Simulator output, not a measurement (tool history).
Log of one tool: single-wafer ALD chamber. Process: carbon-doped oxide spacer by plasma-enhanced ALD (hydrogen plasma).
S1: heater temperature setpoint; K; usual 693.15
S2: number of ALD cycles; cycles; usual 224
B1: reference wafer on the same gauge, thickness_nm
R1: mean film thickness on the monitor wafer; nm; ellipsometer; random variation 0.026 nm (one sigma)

run 1 hour=0 | S1=693.15 S2=239 | B1=9.701 | R1=11.313
run 2 hour=96.8 | S1=693.15 S2=224 | B1=9.698 | R1=10.611
run 3 hour=147 | S1=693.15 S2=224 | B1=9.705 | R1=10.638
run 4 hour=214.8 | S1=693.15 S2=224 | B1=9.7 | R1=10.64
run 5 hour=265.5 | S1=693.15 S2=224 | B1=9.697 | R1=10.64
run 6 hour=291.9 | S1=701.15 S2=201 | B1=9.705 | R1=9.279
run 7 hour=384 | S1=701.15 S2=201 | B1=9.701 | R1=9.323
run 8 hour=432.6 | S1=693.15 S2=248 | B1=9.702 | R1=11.796
run 9 hour=474.7 | S1=693.15 S2=248 | B1=9.704 | R1=11.803
run 10 hour=513.4 | S1=693.15 S2=224 | B1=9.707 | R1=10.705
-- hour=524 thermocouple changed; heater temperature recalibrated
run 11 hour=559.7 | S1=703.15 S2=210 | B1=9.696 | R1=9.382
run 12 hour=612.7 | S1=679.15 S2=212 | B1=9.703 | R1=10.327
run 13 hour=675.5 | S1=693.15 S2=224 | B1=9.7 | R1=10.369
run 14 hour=704 | S1=707.15 S2=186 | B1=9.706 | R1=8.196
-- hour=704.5 gauge calibrated
run 15 hour=730.3 | S1=693.15 S2=224 | B1=9.7 | R1=10.38
run 16 hour=787.7 | S1=704.15 S2=195 | B1=9.7 | R1=8.697
run 17 hour=856.7 | S1=705.15 S2=236 | B1=9.702 | R1=10.481
run 18 hour=935.7 | S1=685.15 S2=209 | B1=9.702 | R1=9.965
run 19 hour=992.6 | S1=700.15 S2=224 | B1=9.698 | R1=10.144
run 20 hour=1056.6 | S1=693.15 S2=224 | B1=9.701 | R1=10.386
run 21 hour=1107.3 | S1=685.15 S2=250 | B1=9.708 | R1=11.973

Forecast each of these 5 alternatives for the next run:
run A hour=1108 | S1=693.15 S2=224 | B1=? | R1=?
run B hour=1108 | S1=693.15 S2=198 | B1=? | R1=?
run C hour=1108 | S1=693.15 S2=268 | B1=? | R1=?
run D hour=1108 | S1=693.15 S2=197 | B1=? | R1=?
run E hour=1108 | S1=688.15 S2=208 | B1=? | R1=?

run=A B1=9.697 R1=10.368
run=B B1=9.697 R1=9.164
run=C B1=9.697 R1=12.404
run=D B1=9.697 R1=9.118
run=E B1=9.697 R1=9.802
Without the tool's hidden state the same runs would have given:
run=A R1=10.374
run=B R1=9.17
run=C R1=12.412
run=D R1=9.124
run=E R1=9.809
